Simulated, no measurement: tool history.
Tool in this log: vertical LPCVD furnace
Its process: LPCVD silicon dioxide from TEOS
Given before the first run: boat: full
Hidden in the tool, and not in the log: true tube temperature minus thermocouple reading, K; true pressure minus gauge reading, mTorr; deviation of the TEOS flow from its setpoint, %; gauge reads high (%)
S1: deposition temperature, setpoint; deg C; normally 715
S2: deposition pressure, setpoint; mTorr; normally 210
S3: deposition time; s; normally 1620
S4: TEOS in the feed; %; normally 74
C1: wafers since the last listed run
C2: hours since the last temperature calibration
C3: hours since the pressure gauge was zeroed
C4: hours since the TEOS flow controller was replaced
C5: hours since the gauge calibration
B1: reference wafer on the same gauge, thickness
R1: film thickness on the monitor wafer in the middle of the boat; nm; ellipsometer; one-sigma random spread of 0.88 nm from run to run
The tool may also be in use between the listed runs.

Run 1, day 0: usual settings; C1 0; C2 3482.9; C3 570.8; C4 1801.4; C5 1511.8; B1 271.15. Result: R1 269.44 nm.
Run 2, day 1.962: usual settings but S1 722 deg C, S3 1260 s; C1 927; C2 3530; C3 617.9; C4 1848.5; C5 1558.9; B1 270.81. Result: R1 244.09 nm.
Run 3, day 4.817: usual settings but S1 722 deg C, S3 1260 s; C1 1348; C2 3598.5; C3 686.4; C4 1917; C5 1627.4; B1 271.08. Result: R1 245.86 nm.
Run 4, day 7.217: usual settings; C1 1134; C2 3656.1; C3 744; C4 1974.6; C5 1685; B1 270.99. Result: R1 271.23 nm.
Run 5, day 9.988: usual settings; C1 1309; C2 3722.6; C3 810.5; C4 2041.1; C5 1751.5; B1 270.44. Result: R1 272.53 nm.
Run 6, day 11.238: usual settings but S4 84 %; C1 590; C2 3752.6; C3 840.5; C4 2071.1; C5 1781.5; B1 270.98. Result: R1 290.02 nm.
Run 7, day 12.258: usual settings; C1 482; C2 3777.1; C3 865; C4 2095.6; C5 1806; B1 271.35. Result: R1 273.25 nm.
At day 13.346: thermocouples replaced and temperature profile calibrated.
Run 8, day 15.046: usual settings; C1 844; C2 40.8; C3 931.9; C4 2162.5; C5 1872.9; B1 271.24. Result: R1 253.72 nm.
Run 9, day 17.946: usual settings but S3 1380 s; C1 1370; C2 110.4; C3 1001.5; C4 2232.1; C5 1942.5; B1 271.25. Result: R1 214.84 nm.
At day 20.2: gauge calibrated.
Run 10, day 20.625: usual settings but S3 1920 s, S4 61 %; C1 1266; C2 174.7; C3 1065.8; C4 2296.4; C5 10.2; B1 270.86. Result: R1 272.27 nm.
Run 11, day 22.196: usual settings; C1 742; C2 212.4; C3 1103.5; C4 2334.1; C5 47.9; B1 270.8. Result: R1 252.45 nm.
Run 12, day 24.796: usual settings but S2 240 mTorr; C1 1228; C2 274.8; C3 1165.9; C4 2396.5; C5 110.3; B1 270.92. Result: R1 272.31 nm.
Run 13, day 25.808: usual settings but S1 724 deg C, S3 1920 s; C1 478; C2 299.1; C3 1190.2; C4 2420.8; C5 134.6; B1 271.38. Result: R1 366.13 nm.
Run 14, day 27.146: usual settings but S2 190 mTorr; C1 632; C2 331.2; C3 1222.3; C4 2452.9; C5 166.7; B1 270.79. Result: R1 239.71 nm.
At day 28.954: TEOS flow controller replaced.
Run 15, day 29.492: usual settings but S2 195 mTorr, S3 2010 s; C1 636; C2 387.5; C3 1278.6; C4 12.9; C5 223; B1 271.46. Result: R1 301.21 nm.
Run 16, day 31.3: usual settings but S1 710 deg C, S2 180 mTorr, S3 2160 s, S4 59 %; C1 854; C2 430.9; C3 1322; C4 56.3; C5 266.4; B1 270.56. Result: R1 250.52 nm.
Run 17, day 33.258: usual settings but S1 726 deg C, S2 170 mTorr; C1 925; C2 477.9; C3 1369; C4 103.3; C5 313.4; B1 271.63. Result: R1 292.19 nm.
Run 18, day 38.208: usual settings but S2 185 mTorr, S3 2190 s; C1 2339; C2 596.7; C3 1487.8; C4 222.1; C5 432.2; B1 271.16. Result: R1 321.82 nm.
Run 19, day 39.454: usual settings but S3 2190 s; C1 588; C2 626.6; C3 1517.7; C4 252; C5 462.1; B1 271.04. Result: R1 343.77 nm.
Run 20, day 41.904: usual settings but S1 708 deg C, S2 245 mTorr, S3 1260 s; C1 1157; C2 685.4; C3 1576.5; C4 310.8; C5 520.9; B1 270.99. Result: R1 182.16 nm.
At day 43.762: pressure gauge zeroed.
Run 21, day 49.125: usual settings but S1 706 deg C, S2 175 mTorr, S3 990 s, S4 64 %; C1 2940; C2 858.7; C3 128.7; C4 484.1; C5 694.2; B1 270.88. Result: R1 107.96 nm.
Run 22, day 51.979: usual settings but S1 725 deg C, S4 87 %; C1 1348; C2 927.2; C3 197.2; C4 552.6; C5 762.7; B1 270.91. Result: R1 344.51 nm.
Run 23, day 54.158: usual settings but S1 726 deg C; C1 1029; C2 979.5; C3 249.5; C4 604.9; C5 815; B1 271.06. Result: R1 324.83 nm.
Run 24, day 56.608: usual settings but S1 704 deg C, S2 190 mTorr, S3 1110 s; C1 1157; C2 1038.3; C3 308.3; C4 663.7; C5 873.8; B1 271.1. Result: R1 129.4 nm.
Run 25, day 62.562: usual settings; C1 2814; C2 1181.2; C3 451.2; C4 806.6; C5 1016.7; B1 271.18. Result: R1 255.1 nm.
Run 26, day 65.488: usual settings; C1 1382; C2 1251.4; C3 521.4; C4 876.8; C5 1086.9; B1 271.22. Result: R1 256.75 nm.
Run 27, day 67.467: usual settings but S3 2190 s, S4 81 %; C1 935; C2 1298.9; C3 568.9; C4 924.3; C5 1134.4; B1 270.94. Result: R1 361.21 nm.
Run 28, day 69.296: usual settings but S3 1020 s; C1 864; C2 1342.8; C3 612.8; C4 968.2; C5 1178.3; B1 270.39. Result: R1 160.47 nm.
Run 29, day 72.125: usual settings; C1 1337; C2 1410.7; C3 680.7; C4 1036.1; C5 1246.2; B1 271.12. Result: R1 255.49 nm.
Run 30, day 74.542: usual settings but S1 722 deg C; C1 1142; C2 1468.7; C3 738.7; C4 1094.1; C5 1304.2; B1 271.19. Result: R1 299.61 nm.
Run 31, day 75.658: usual settings but S1 704 deg C, S2 230 mTorr, S3 1230 s; C1 527; C2 1495.5; C3 765.5; C4 1120.9; C5 1331; B1 271.02. Result: R1 157.53 nm.

How would selected steps in R1 from run to run divide? Give the signed amount a tool lacking its hidden state would still show from settings, what came in and random variation, and the signed amount left for the hidden state, including any gauge scatter that is not in both of the compared results.
Run 3 -> 4: S1 722 -> 715, S3 1260 -> 1620. R1 +25.37 nm: hidden state +2.33, all else +23.04.
Run 7 -> 8: thermocouples replaced and temperature profile calibrated. R1 -19.53 nm: hidden state -18.74, all else -0.79.
Run 21 -> 22: S1 706 -> 725, S2 175 -> 210, S3 990 -> 1620, S4 64 -> 87. R1 +236.55 nm: hidden state +1.18, all else +235.37.
Run 23 -> 24: S1 726 -> 704, S2 210 -> 190, S3 1620 -> 1110. R1 -195.43 nm: hidden state -0.92, all else -194.51.
Run 27 -> 28: S3 2190 -> 1020, S4 81 -> 74. R1 -200.74 nm: hidden state -1.68, all else -199.06.
